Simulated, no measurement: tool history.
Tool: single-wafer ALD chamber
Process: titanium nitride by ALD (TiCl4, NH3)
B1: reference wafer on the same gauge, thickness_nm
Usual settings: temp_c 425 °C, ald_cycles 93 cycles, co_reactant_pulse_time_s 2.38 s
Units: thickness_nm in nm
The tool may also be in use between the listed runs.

run 1 hour=0.0 | temp_c=425 ald_cycles=93 co_reactant_pulse_time_s=2.38 | B1=1.959 | thickness_nm=2.105
run 2 hour=59.4 | temp_c=425 ald_cycles=93 co_reactant_pulse_time_s=2.38 | B1=1.961 | thickness_nm=2.105
run 3 hour=83.6 | temp_c=425 ald_cycles=93 co_reactant_pulse_time_s=2.38 | B1=1.960 | thickness_nm=2.116
run 4 hour=151.6 | temp_c=425 ald_cycles=93 co_reactant_pulse_time_s=2.38 | B1=1.960 | thickness_nm=2.101
run 5 hour=196.9 | temp_c=425 ald_cycles=93 co_reactant_pulse_time_s=2.38 | B1=1.960 | thickness_nm=2.115
run 6 hour=224.8 | temp_c=425 ald_cycles=93 co_reactant_pulse_time_s=2.38 | B1=1.960 | thickness_nm=2.110
run 7 hour=326.5 | temp_c=425 ald_cycles=93 co_reactant_pulse_time_s=2.38 | B1=1.959 | thickness_nm=2.114
run 8 hour=383.2 | temp_c=425 ald_cycles=93 co_reactant_pulse_time_s=2.38 | B1=1.963 | thickness_nm=2.109
run 9 hour=441.7 | temp_c=425 ald_cycles=93 co_reactant_pulse_time_s=2.38 | B1=1.959 | thickness_nm=2.103
run 10 hour=491.2 | temp_c=425 ald_cycles=93 co_reactant_pulse_time_s=2.38 | B1=1.960 | thickness_nm=2.110
run 11 hour=560.3 | temp_c=425 ald_cycles=93 co_reactant_pulse_time_s=2.38 | B1=1.959 | thickness_nm=2.115
run 12 hour=627.6 | temp_c=425 ald_cycles=93 co_reactant_pulse_time_s=2.38 | B1=1.960 | thickness_nm=2.107
run 13 hour=693.5 | temp_c=425 ald_cycles=93 co_reactant_pulse_time_s=2.38 | B1=1.959 | thickness_nm=2.112
run 14 hour=882.9 | temp_c=425 ald_cycles=93 co_reactant_pulse_time_s=2.38 | B1=1.959 | thickness_nm=2.108
run 15 hour=949.1 | temp_c=425 ald_cycles=107 co_reactant_pulse_time_s=2.38 | B1=1.960 | thickness_nm=2.434
run 16 hour=974.4 | temp_c=425 ald_cycles=107 co_reactant_pulse_time_s=2.38 | B1=1.959 | thickness_nm=2.435
run 17 hour=1026.8 | temp_c=425 ald_cycles=107 co_reactant_pulse_time_s=2.38 | B1=1.959 | thickness_nm=2.430
run 18 hour=1053.7 | temp_c=434 ald_cycles=87 co_reactant_pulse_time_s=2.63 | B1=1.960 | thickness_nm=1.983
run 19 hour=1096.1 | temp_c=431 ald_cycles=80 co_reactant_pulse_time_s=1.53 | B1=1.963 | thickness_nm=1.807
run 20 hour=1128.1 | temp_c=425 ald_cycles=103 co_reactant_pulse_time_s=2.38 | B1=1.959 | thickness_nm=2.325
run 21 hour=1317.6 | temp_c=425 ald_cycles=93 co_reactant_pulse_time_s=2.38 | B1=1.959 | thickness_nm=2.100
run 22 hour=1346.6 | temp_c=425 ald_cycles=93 co_reactant_pulse_time_s=2.38 | B1=1.961 | thickness_nm=2.106
run 23 hour=1417.1 | temp_c=425 ald_cycles=93 co_reactant_pulse_time_s=2.38 | B1=1.958 | thickness_nm=2.118
run 24 hour=1462.3 | temp_c=431 ald_cycles=93 co_reactant_pulse_time_s=3.28 | B1=1.960 | thickness_nm=2.127
run 25 hour=1532.4 | temp_c=425 ald_cycles=93 co_reactant_pulse_time_s=2.38 | B1=1.960 | thickness_nm=2.107
run 26 hour=1598.3 | temp_c=413 ald_cycles=103 co_reactant_pulse_time_s=3.28 | B1=1.960 | thickness_nm=2.337
run 27 hour=1627.1 | temp_c=411 ald_cycles=87 co_reactant_pulse_time_s=3.18 | B1=1.960 | thickness_nm=1.986
run 28 hour=1693.5 | temp_c=425 ald_cycles=93 co_reactant_pulse_time_s=1.53 | B1=1.959 | thickness_nm=2.089
run 29 hour=1749.7 | temp_c=425 ald_cycles=93 co_reactant_pulse_time_s=2.38 | B1=1.961 | thickness_nm=2.109
run 30 hour=1796.9 | temp_c=425 ald_cycles=93 co_reactant_pulse_time_s=2.38 | B1=1.960 | thickness_nm=2.111
run 31 hour=1820.9 | temp_c=429 ald_cycles=75 co_reactant_pulse_time_s=2.04 | B1=1.959 | thickness_nm=1.690
run 32 hour=1881.5 | temp_c=425 ald_cycles=82 co_reactant_pulse_time_s=2.38 | B1=1.958 | thickness_nm=1.853
run 33 hour=1953.4 | temp_c=433 ald_cycles=93 co_reactant_pulse_time_s=1.98 | B1=1.959 | thickness_nm=2.109
run 34 hour=1985.4 | temp_c=416 ald_cycles=100 co_reactant_pulse_time_s=1.82 | B1=1.961 | thickness_nm=2.244

Taken out of this log: 4 entries between the listed runs. Where each belongs, and how the hidden state differs across it:
Between runs 6 and 7: gauge calibrated (hour 290.5)
  no hidden state differs between the two runs
Between runs 20 and 21: gauge calibrated (hour 1289.8)
  no hidden state differs between the two runs
Between runs 23 and 24: thermocouple changed; heater temperature recalibrated (hour 1450.4)
  no hidden state differs between the two runs
Between runs 24 and 25: showerhead replaced (hour 1531.9)
  no hidden state differs between the two runs
